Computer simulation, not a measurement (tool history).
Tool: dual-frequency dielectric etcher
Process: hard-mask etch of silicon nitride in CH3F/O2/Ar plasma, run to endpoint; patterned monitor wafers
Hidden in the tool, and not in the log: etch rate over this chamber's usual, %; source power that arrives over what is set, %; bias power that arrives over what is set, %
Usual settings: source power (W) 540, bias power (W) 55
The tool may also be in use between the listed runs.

| run | day | source power (W) | bias power (W) | wafers since the last listed run | hours since the last wet clean | hours since the last source power generator calibration | hours since the last bias power generator calibration | hours since the last upper electrode change | incoming incoming film thickness, nm | endpoint time (s) |
|---|---|---|---|---|---|---|---|---|---|---|
| 1 | 0.000 | 540 | 55 | 0 | 321.0 | 3363.1 | 701.4 | 2933.1 | 38.13 | 49.8 |
| 2 | 1.954 | 540 | 55 | 581 | 367.9 | 3410.0 | 748.3 | 2980.0 | 37.97 | 49.0 |
| 3 | 3.054 | 460 | 55 | 327 | 394.3 | 3436.4 | 774.7 | 3006.4 | 38.24 | 51.9 |
| 4 | 5.138 | 460 | 55 | 619 | 444.3 | 3486.4 | 824.7 | 3056.4 | 38.21 | 51.6 |
|  | 9.729 | wet clean of the chamber |
| 5 | 12.862 | 500 | 55 | 2000 | 75.2 | 3671.8 | 1010.1 | 3241.8 | 38.63 | 51.9 |
| 6 | 14.288 | 540 | 65 | 423 | 109.4 | 3706.0 | 1044.3 | 3276.0 | 38.32 | 48.3 |
| 7 | 21.521 | 540 | 65 | 2152 | 283.0 | 3879.6 | 1217.9 | 3449.6 | 37.74 | 46.7 |
| 8 | 24.396 | 540 | 65 | 855 | 352.0 | 3948.6 | 1286.9 | 3518.6 | 38.19 | 47.9 |
| 9 | 26.696 | 540 | 55 | 684 | 407.2 | 4003.8 | 1342.1 | 3573.8 | 38.20 | 50.0 |
| 10 | 29.362 | 540 | 55 | 793 | 471.2 | 4067.8 | 1406.1 | 3637.8 | 38.20 | 49.9 |
| 11 | 30.708 | 540 | 55 | 400 | 503.5 | 4100.1 | 1438.4 | 3670.1 | 37.88 | 49.2 |
| 12 | 32.967 | 540 | 55 | 671 | 557.7 | 4154.3 | 1492.6 | 3724.3 | 38.05 | 49.7 |
|  | 34.708 | wet clean of the chamber |
| 13 | 34.729 | 540 | 55 | 226 | 0.5 | 4196.6 | 1534.9 | 3766.6 | 38.09 | 49.4 |
| 14 | 37.096 | 590 | 55 | 704 | 57.3 | 4253.4 | 1591.7 | 3823.4 | 38.37 | 48.3 |
| 15 | 39.312 | 540 | 45 | 659 | 110.5 | 4306.6 | 1644.9 | 3876.6 | 38.08 | 51.0 |
|  | 41.529 | upper electrode replaced |
| 16 | 42.208 | 540 | 55 | 564 | 180.0 | 4376.1 | 1714.4 | 16.3 | 37.98 | 48.8 |
| 17 | 44.192 | 490 | 59 | 590 | 227.6 | 4423.7 | 1762.0 | 63.9 | 38.13 | 50.3 |
| 18 | 46.538 | 490 | 64 | 697 | 283.9 | 4480.0 | 1818.3 | 120.2 | 38.01 | 48.8 |
|  | 49.112 | source power generator calibrated |
| 19 | 49.475 | 480 | 67 | 824 | 354.4 | 8.7 | 1888.8 | 190.7 | 38.40 | 48.6 |
| 20 | 51.088 | 540 | 49 | 479 | 393.1 | 47.4 | 1927.5 | 229.4 | 38.54 | 51.4 |
| 21 | 52.617 | 590 | 50 | 454 | 429.8 | 84.1 | 1964.2 | 266.1 | 38.38 | 49.1 |
| 22 | 53.821 | 490 | 59 | 358 | 458.7 | 113.0 | 1993.1 | 295.0 | 38.03 | 50.1 |
| 23 | 56.375 | 540 | 55 | 759 | 520.0 | 174.3 | 2054.4 | 356.3 | 38.40 | 49.9 |
| 24 | 58.138 | 540 | 62 | 524 | 562.3 | 216.6 | 2096.7 | 398.6 | 38.20 | 48.3 |
|  | 62.046 | wet clean of the chamber |
| 25 | 62.067 | 540 | 55 | 871 | 0.5 | 310.9 | 2191.0 | 492.9 | 37.96 | 49.0 |
|  | 62.483 | bias power generator calibrated |
| 26 | 63.054 | 580 | 66 | 244 | 24.2 | 334.6 | 13.7 | 516.6 | 38.34 | 47.4 |
| 27 | 64.496 | 540 | 55 | 428 | 58.8 | 369.2 | 48.3 | 551.2 | 38.37 | 49.9 |
| 28 | 67.458 | 540 | 55 | 881 | 129.9 | 440.3 | 119.4 | 622.3 | 38.03 | 49.9 |
| 29 | 69.242 | 450 | 46 | 530 | 172.7 | 483.1 | 162.2 | 665.1 | 37.87 | 53.0 |
| 30 | 70.750 | 400 | 44 | 448 | 208.9 | 519.3 | 198.4 | 701.3 | 38.00 | 56.8 |
| 31 | 72.654 | 680 | 50 | 566 | 254.6 | 565.0 | 244.1 | 747.0 | 37.94 | 46.7 |
| 32 | 75.167 | 480 | 55 | 747 | 314.9 | 625.3 | 304.4 | 807.3 | 37.96 | 50.9 |
| 33 | 77.708 | 540 | 55 | 756 | 375.9 | 686.3 | 365.4 | 868.3 | 38.41 | 49.6 |
| 34 | 80.654 | 610 | 47 | 876 | 446.6 | 757.0 | 436.1 | 939.0 | 38.15 | 49.3 |
| 35 | 83.333 | 610 | 67 | 797 | 510.9 | 821.3 | 500.4 | 1003.3 | 38.22 | 45.8 |
| 36 | 85.496 | 490 | 43 | 643 | 562.8 | 873.2 | 552.3 | 1055.2 | 37.98 | 52.3 |

Hidden condition of the tool, last listed run before each entry between runs versus first listed run after:
After run 4, before run 5: wet clean of the chamber (day 9.729)
  the hidden state is the same at both runs
After run 12, before run 13: wet clean of the chamber (day 34.708)
  the hidden state is the same at both runs
After run 15, before run 16: upper electrode replaced (day 41.529)
  the hidden state is the same at both runs
After run 18, before run 19: source power generator calibrated (day 49.112)
  the hidden state is the same at both runs
After run 24, before run 25: wet clean of the chamber (day 62.046)
  the hidden state is the same at both runs
After run 25, before run 26: bias power generator calibrated (day 62.483)
  the hidden state is the same at both runs

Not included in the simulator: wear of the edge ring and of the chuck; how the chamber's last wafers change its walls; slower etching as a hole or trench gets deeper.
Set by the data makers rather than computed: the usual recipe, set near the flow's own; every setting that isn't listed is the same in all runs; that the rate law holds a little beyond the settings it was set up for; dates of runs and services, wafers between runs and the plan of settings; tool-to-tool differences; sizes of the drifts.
